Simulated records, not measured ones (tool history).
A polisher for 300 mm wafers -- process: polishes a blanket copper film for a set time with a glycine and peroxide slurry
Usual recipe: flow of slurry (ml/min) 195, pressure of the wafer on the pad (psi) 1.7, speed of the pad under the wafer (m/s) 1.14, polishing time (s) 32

run,hour,flow of slurry (ml/min),pressure of the wafer on the pad (psi),speed of the pad under the wafer (m/s),polishing time (s),"incoming thickness of the incoming film, nm",film removed (Å)
1,0.0,195,1.7,1.14,32,1467.5,1270
2,12.8,195,1.7,1.14,32,1505.3,1268
3,34.6,195,1.7,1.14,32,1512.5,1252
4,57.9,195,1.7,1.14,32,1524.7,1254
5,81.7,195,1.7,1.14,34,1517.2,1347
# hour 94.2: worn pad replaced by a new one
6,116.9,195,1.7,1.14,34,1497.4,1359
7,150.5,195,1.7,1.14,34,1503.7,1348
8,164.7,195,2.0,1.04,32,1505.5,1349
9,184.6,195,1.7,1.14,38,1491.2,1481
10,220.2,195,1.7,1.14,38,1472.9,1490
# hour 229.8: worn pad replaced by a new one
11,233.2,195,1.7,1.14,32,1518.2,1271
12,245.7,195,1.7,1.14,32,1494.4,1268
# hour 256.2: head pressure recalibrated
13,270.6,195,1.7,1.14,32,1492.9,1380
14,304.5,195,1.7,1.14,32,1492.1,1372
15,316.8,220,2.1,0.80,23,1509.1,952
16,351.7,195,1.5,1.34,29,1527.9,1228
# hour 359.2: worn pad replaced by a new one
17,366.9,255,2.0,0.96,23,1507.9,1026
18,396.0,195,1.7,1.04,32,1510.7,1271
19,416.3,195,1.3,0.74,41,1526.2,1136
20,510.1,195,1.7,1.14,32,1499.1,1317
# hour 514.2: worn pad replaced by a new one
21,531.1,195,1.7,1.14,32,1490.8,1318
22,560.5,255,1.4,1.32,35,1523.7,1405
# hour 584.5: slurry nozzle cleaned
23,643.9,170,1.3,1.14,32,1488.5,1065
# hour 658.4: worn pad replaced by a new one
24,677.3,195,1.7,1.14,32,1511.6,1313

What will run 25 give?
25,692.4,195,2.2,1.36,38,1501.4,?

Logged for run 25: film removed (Å) 2166.
Take away the tool's hidden state, keep the run-to-run variation as it was, and the same run would have given film removed (Å) 2268.
